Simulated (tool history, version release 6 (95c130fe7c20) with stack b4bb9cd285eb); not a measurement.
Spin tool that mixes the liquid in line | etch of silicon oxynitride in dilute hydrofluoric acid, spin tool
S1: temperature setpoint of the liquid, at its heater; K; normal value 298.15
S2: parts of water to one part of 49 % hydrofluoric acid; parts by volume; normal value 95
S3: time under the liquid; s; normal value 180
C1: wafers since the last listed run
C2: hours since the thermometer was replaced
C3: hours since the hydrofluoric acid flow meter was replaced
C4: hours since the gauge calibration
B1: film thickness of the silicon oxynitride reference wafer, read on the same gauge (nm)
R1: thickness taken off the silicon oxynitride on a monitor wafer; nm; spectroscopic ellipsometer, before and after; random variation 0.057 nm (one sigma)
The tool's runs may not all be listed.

| run | day | S1 | S2 | S3 | C1 | C2 | C3 | C4 | B1 | R1 |
|---|---|---|---|---|---|---|---|---|---|---|
| 1 | 0 | 298.15 | 95 | 180 | 0 | 2029.5 | 1826.4 | 1239.4 | 150 | 7.36 |
| 2 | 1.117 | 298.15 | 95 | 180 | 264 | 2056.3 | 1853.2 | 1266.2 | 150.02 | 7.28 |
| 3 | 2.221 | 296.65 | 95 | 180 | 261 | 2082.8 | 1879.7 | 1292.7 | 150.03 | 6.83 |
| 4 | 3.088 | 298.15 | 95 | 180 | 205 | 2103.6 | 1900.5 | 1313.5 | 150 | 7.22 |
| 5 | 3.954 | 298.15 | 95 | 180 | 205 | 2124.4 | 1921.3 | 1334.3 | 149.99 | 7.26 |
| 6 | 4.579 | 298.15 | 95 | 180 | 147 | 2139.4 | 1936.3 | 1349.3 | 149.98 | 7.2 |
| 7 | 5.171 | 298.15 | 95 | 180 | 140 | 2153.6 | 1950.5 | 1363.5 | 149.97 | 7.35 |
| 8 | 8.204 | 298.15 | 95 | 180 | 718 | 2226.4 | 2023.3 | 1436.3 | 150 | 7.21 |
|  | 8.375 | gauge calibrated |
| 9 | 9.362 | 301.15 | 95 | 180 | 274 | 2254.2 | 2051.1 | 23.7 | 150.02 | 8.38 |
| 10 | 10.112 | 302.15 | 65 | 250 | 177 | 2272.2 | 2069.1 | 41.7 | 150.01 | 18.26 |
| 11 | 11.283 | 293.15 | 95 | 115 | 277 | 2300.3 | 2097.2 | 69.8 | 149.99 | 3.74 |
| 12 | 12.696 | 300.65 | 110 | 80 | 334 | 2334.2 | 2131.1 | 103.7 | 149.99 | 3.09 |
| 13 | 13.546 | 298.15 | 145 | 75 | 201 | 2354.6 | 2151.5 | 124.1 | 150.02 | 1.95 |
| 14 | 14.846 | 300.65 | 45 | 245 | 307 | 2385.8 | 2182.7 | 155.3 | 150 | 25.35 |
| 15 | 16.275 | 298.15 | 95 | 180 | 338 | 2420.1 | 2217 | 189.6 | 150.01 | 7.43 |
| 16 | 16.917 | 300.15 | 60 | 270 | 151 | 2435.5 | 2232.4 | 205 | 149.99 | 19.99 |
| 17 | 18.417 | 299.65 | 95 | 75 | 355 | 2471.5 | 2268.4 | 241 | 149.98 | 3.3 |
| 18 | 19.417 | 298.15 | 95 | 180 | 236 | 2495.5 | 2292.4 | 265 | 149.99 | 7.33 |
|  | 20.3 | hydrofluoric acid flow meter replaced |
| 19 | 20.888 | 298.15 | 95 | 180 | 338 | 2530.8 | 14.1 | 300.3 | 149.99 | 7.5 |
| 20 | 23.821 | 298.15 | 55 | 230 | 694 | 2601.2 | 84.5 | 370.7 | 150 | 17.09 |
| 21 | 24.333 | 303.15 | 110 | 180 | 121 | 2613.5 | 96.8 | 383 | 150 | 8.01 |
| 22 | 25.75 | 294.15 | 120 | 130 | 335 | 2647.5 | 130.8 | 417 | 149.99 | 3.5 |
|  | 26.783 | thermometer replaced |
| 23 | 27.121 | 294.65 | 70 | 105 | 314 | 8.1 | 163.7 | 449.9 | 149.99 | 4.61 |
| 24 | 27.846 | 303.15 | 110 | 85 | 171 | 25.5 | 181.1 | 467.3 | 149.98 | 3.41 |
| 25 | 29.104 | 301.65 | 95 | 180 | 297 | 55.7 | 211.3 | 497.5 | 150.01 | 7.89 |
| 26 | 30.804 | 293.15 | 55 | 280 | 402 | 96.5 | 252.1 | 538.3 | 150.02 | 14.71 |
| 27 | 32.121 | 300.65 | 95 | 180 | 311 | 128.1 | 283.7 | 569.9 | 150.01 | 7.59 |
| 28 | 32.867 | 296.65 | 120 | 255 | 176 | 146 | 301.6 | 587.8 | 150.02 | 6.98 |
| 29 | 33.521 | 299.65 | 95 | 75 | 154 | 161.7 | 317.3 | 603.5 | 149.99 | 3.03 |
| 30 | 34.967 | 298.15 | 60 | 180 | 342 | 196.4 | 352 | 638.2 | 150.02 | 11.11 |
| 31 | 35.958 | 294.15 | 95 | 230 | 234 | 220.2 | 375.8 | 662 | 150 | 7.25 |
| 32 | 36.571 | 298.15 | 95 | 180 | 144 | 234.9 | 390.5 | 676.7 | 149.99 | 6.82 |
| 33 | 37.079 | 300.65 | 115 | 150 | 120 | 247.1 | 402.7 | 688.9 | 149.98 | 5.15 |
| 34 | 38.254 | 300.15 | 95 | 285 | 278 | 275.3 | 430.9 | 717.1 | 150 | 12.02 |

Run-by-run hidden state of the tool:
hydrofluoric acid flow above the setpoint (%): 0 at every run
gauge reads high (%): 0 at every run
H1: liquid hotter than its thermometer reads (K)
| run | H1 |
|---|---|
| 1 | 1.99 |
| 2 | 2.02 |
| 3 | 2.04 |
| 4 | 2.06 |
| 5 | 2.08 |
| 6 | 2.1 |
| 7 | 2.11 |
| 8 | 2.18 |
| 9 | 2.21 |
| 10 | 2.23 |
| 11 | 2.25 |
| 12 | 2.29 |
| 13 | 2.31 |
| 14 | 2.34 |
| 15 | 2.37 |
| 16 | 2.38 |
| 17 | 2.42 |
| 18 | 2.44 |
| 19 | 2.48 |
| 20 | 2.54 |
| 21 | 2.55 |
| 22 | 2.59 |
| 23 | 0.404 |
| 24 | 0.421 |
| 25 | 0.45 |
| 26 | 0.489 |
| 27 | 0.52 |
| 28 | 0.537 |
| 29 | 0.552 |
| 30 | 0.586 |
| 31 | 0.608 |
| 32 | 0.623 |
| 33 | 0.634 |
| 34 | 0.662 |
